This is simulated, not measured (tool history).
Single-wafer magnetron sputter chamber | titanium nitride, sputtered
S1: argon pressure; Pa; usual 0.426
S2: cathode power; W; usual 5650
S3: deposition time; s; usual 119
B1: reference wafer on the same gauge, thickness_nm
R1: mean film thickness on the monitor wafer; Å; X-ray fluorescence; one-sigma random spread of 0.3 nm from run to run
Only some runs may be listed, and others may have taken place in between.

| run | hour | S1 | S2 | S3 | B1 | R1 |
|---|---|---|---|---|---|---|
| 1 | 0.0 | 0.426 | 5650 | 125 | 141.858 | 1263.64 |
| 2 | 43.8 | 0.426 | 5650 | 125 | 142.132 | 1261.04 |
| 3 | 86.8 | 0.426 | 5650 | 119 | 142.003 | 1207.72 |
| 4 | 138.2 | 0.359 | 6600 | 119 | 142.072 | 1414.64 |
| 5 | 190.9 | 0.426 | 4850 | 119 | 142.019 | 1053.41 |
| 6 | 262.1 | 0.426 | 5650 | 119 | 141.972 | 1201.40 |
|  | 312.2 | sputter target and shields replaced |
| 7 | 346.2 | 0.426 | 5650 | 119 | 142.059 | 1201.88 |
| 8 | 434.2 | 0.334 | 6450 | 119 | 142.113 | 1401.83 |
| 9 | 521.5 | 0.334 | 6450 | 119 | 141.988 | 1389.46 |
| 10 | 601.5 | 0.426 | 5200 | 119 | 142.221 | 1116.91 |
| 11 | 676.9 | 0.426 | 5200 | 119 | 142.004 | 1113.68 |
|  | 722.3 | gauge calibrated |
|  | 785.0 | magnet pack replaced |
| 12 | 785.5 | 0.481 | 6600 | 130 | 141.905 | 1457.75 |
| 13 | 849.0 | 0.375 | 6100 | 119 | 141.871 | 1301.89 |
| 14 | 911.6 | 0.567 | 5650 | 141 | 141.942 | 1321.36 |
| 15 | 1002.5 | 0.426 | 4400 | 119 | 141.871 | 962.59 |
|  | 1025.8 | sputter target and shields replaced |
| 16 | 1250.1 | 0.426 | 6150 | 105 | 141.856 | 1121.64 |
| 17 | 1324.3 | 0.285 | 6450 | 138 | 142.115 | 1640.62 |
|  | 1373.7 | capacitance manometer re-zeroed and calibrated |
| 18 | 1374.2 | 0.426 | 6950 | 137 | 141.872 | 1674.78 |
| 19 | 1474.4 | 0.426 | 5650 | 130 | 142.012 | 1334.55 |

Estimate the outcome of run 20 from the log above:
| 20 | 1518.6 | 0.426 | 5650 | 119 | ? | ? |

{"run 20": {"B1": 142.078, "R1": 1222.25}}
Take away the tool's hidden state, keep the run-to-run variation as it was, and the same run would have given R1 1223.12 Å.

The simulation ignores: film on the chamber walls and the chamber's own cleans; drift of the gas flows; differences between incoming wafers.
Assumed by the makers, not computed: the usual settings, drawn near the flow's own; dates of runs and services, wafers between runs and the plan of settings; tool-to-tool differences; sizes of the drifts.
